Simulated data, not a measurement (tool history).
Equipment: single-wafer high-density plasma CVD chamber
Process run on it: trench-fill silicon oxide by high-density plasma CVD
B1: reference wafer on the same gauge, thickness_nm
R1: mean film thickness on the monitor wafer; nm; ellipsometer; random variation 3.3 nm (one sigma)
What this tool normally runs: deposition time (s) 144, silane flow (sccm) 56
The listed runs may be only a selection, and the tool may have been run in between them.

Run 1, day 0: usual settings but deposition time (s) 122; B1 878.653. Result: R1 662.919 nm.
Run 2, day 3.646: usual settings but deposition time (s) 122; B1 875.785. Result: R1 661.899 nm.
At day 7.417: gauge calibrated.
Run 3, day 7.892: usual settings; B1 892.486. Result: R1 792.385 nm.
Run 4, day 11.288: usual settings but deposition time (s) 124, silane flow (sccm) 65; B1 891.45. Result: R1 793.214 nm.
Run 5, day 12.929: usual settings; B1 891.562. Result: R1 787.288 nm.
Run 6, day 15.179: usual settings; B1 889.748. Result: R1 790.556 nm.
Run 7, day 18.804: usual settings; B1 888.203. Result: R1 786.038 nm.
At day 22.333: silane flow controller replaced.
Run 8, day 22.671: usual settings but deposition time (s) 170, silane flow (sccm) 62; B1 886.653. Result: R1 1026.975 nm.
Run 9, day 26.917: usual settings but deposition time (s) 171, silane flow (sccm) 50; B1 880.378. Result: R1 832.267 nm.
Run 10, day 29.508: usual settings but silane flow (sccm) 59; B1 878.897. Result: R1 828.69 nm.
Run 11, day 31.921: usual settings but deposition time (s) 129, silane flow (sccm) 66; B1 875.605. Result: R1 822.514 nm.
At day 34.071: gauge calibrated.
Run 12, day 35.958: usual settings but deposition time (s) 166, silane flow (sccm) 48; B1 891.873. Result: R1 784.952 nm.
Run 13, day 39.354: usual settings; B1 888.29. Result: R1 786.52 nm.
Run 14, day 48.008: usual settings but deposition time (s) 132, silane flow (sccm) 52; B1 885.007. Result: R1 672.377 nm.

4 ways to go on from here, each from the tool as it stands after run 14. What would each give?
Run A, day 48.025: usual settings; B1 ?. Result: R1 ?.
Run B, day 48.025: usual settings but deposition time (s) 122, silane flow (sccm) 59; B1 ?. Result: R1 ?.
Run C, day 48.025: usual settings but deposition time (s) 155; B1 ?. Result: R1 ?.
Run D, day 48.025: usual settings but deposition time (s) 151; B1 ?. Result: R1 ?.

run       B1       R1
  A  885.375  789.883
  B  885.375  705.057
  C  885.375  850.221
  D  885.375   828.28
The same runs, with their run-to-run variation unchanged, on a tool lacking any hidden condition would have given:
run       R1
  A   792.61
  B  707.491
  C  853.157
  D   831.14

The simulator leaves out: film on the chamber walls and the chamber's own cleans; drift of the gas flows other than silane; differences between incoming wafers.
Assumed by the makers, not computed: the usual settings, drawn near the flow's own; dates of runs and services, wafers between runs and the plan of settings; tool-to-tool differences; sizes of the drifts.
